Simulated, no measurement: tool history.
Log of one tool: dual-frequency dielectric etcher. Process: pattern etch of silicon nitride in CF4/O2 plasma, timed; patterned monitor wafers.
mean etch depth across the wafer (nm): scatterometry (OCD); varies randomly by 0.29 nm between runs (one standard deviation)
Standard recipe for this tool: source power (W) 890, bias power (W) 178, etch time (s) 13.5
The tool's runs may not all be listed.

| run | hour | source power (W) | bias power (W) | etch time (s) | read-back reference wafer on the same gauge, depth_nm | mean etch depth across the wafer (nm) |
|---|---|---|---|---|---|---|
| 1 | 0 | 890 | 178 | 12.5 | 50.33 | 40.65 |
| 2 | 66.6 | 890 | 178 | 12.5 | 50.62 | 41.18 |
| 3 | 140.3 | 890 | 178 | 12 | 50.47 | 38.68 |
| 4 | 236.4 | 890 | 178 | 12 | 50.69 | 38.97 |
| 5 | 317.8 | 890 | 178 | 12 | 50.4 | 38.61 |
| 6 | 409 | 890 | 178 | 13.5 | 50.43 | 43.45 |
|  | 433.4 | wet clean of the chamber |
| 7 | 486.3 | 890 | 178 | 13.5 | 50.66 | 43.65 |
| 8 | 554.3 | 890 | 178 | 13.5 | 50.56 | 43.52 |
| 9 | 628.1 | 1050 | 178 | 13.5 | 50.33 | 51.19 |
| 10 | 670.5 | 1050 | 178 | 13.5 | 50.48 | 51.41 |
|  | 891.1 | wet clean of the chamber |
|  | 910.3 | bias power generator calibrated |
|  | 916.7 | source power generator calibrated |
| 11 | 959.9 | 890 | 178 | 13.5 | 50.65 | 45.29 |
| 12 | 1012.5 | 890 | 178 | 13.5 | 50.53 | 45.06 |
| 13 | 1113.9 | 890 | 178 | 14.5 | 50.58 | 48.19 |
|  | 1143.6 | upper electrode replaced |
| 14 | 1200.2 | 890 | 192 | 13.5 | 50.47 | 45.34 |
|  | 1204.4 | gauge calibrated |
| 15 | 1298.7 | 1050 | 215 | 15 | 50.32 | 61.03 |
| 16 | 1353.4 | 970 | 178 | 16 | 50.52 | 57.9 |
| 17 | 1393.2 | 710 | 194 | 11.5 | 50.42 | 30.72 |
|  | 1443.9 | wet clean of the chamber |
| 18 | 1444.4 | 720 | 160 | 15.5 | 50.5 | 39.91 |
| 19 | 1519.8 | 890 | 178 | 13.5 | 50.52 | 45.07 |
| 20 | 1583.5 | 970 | 215 | 12.5 | 50.46 | 47.24 |
| 21 | 1673.5 | 890 | 178 | 13.5 | 50.65 | 44.24 |
| 22 | 1746.9 | 810 | 137 | 15.5 | 50.59 | 43.1 |
| 23 | 1816.2 | 890 | 178 | 13.5 | 50.64 | 43.57 |
| 24 | 1866.4 | 890 | 178 | 13.5 | 50.48 | 43.76 |
|  | 1931 | wet clean of the chamber |
| 25 | 1963.9 | 1060 | 178 | 10 | 50.56 | 38.52 |

Predict the results of run 26:
| 26 | 2046.5 | 890 | 220 | 16 | ? | ? |

read-back reference wafer on the same gauge, depth_nm: 50.51
mean etch depth across the wafer (nm): 54.27
On a tool with no hidden condition, and with the same random variation, this run would have come out at mean etch depth across the wafer (nm) 55.93.
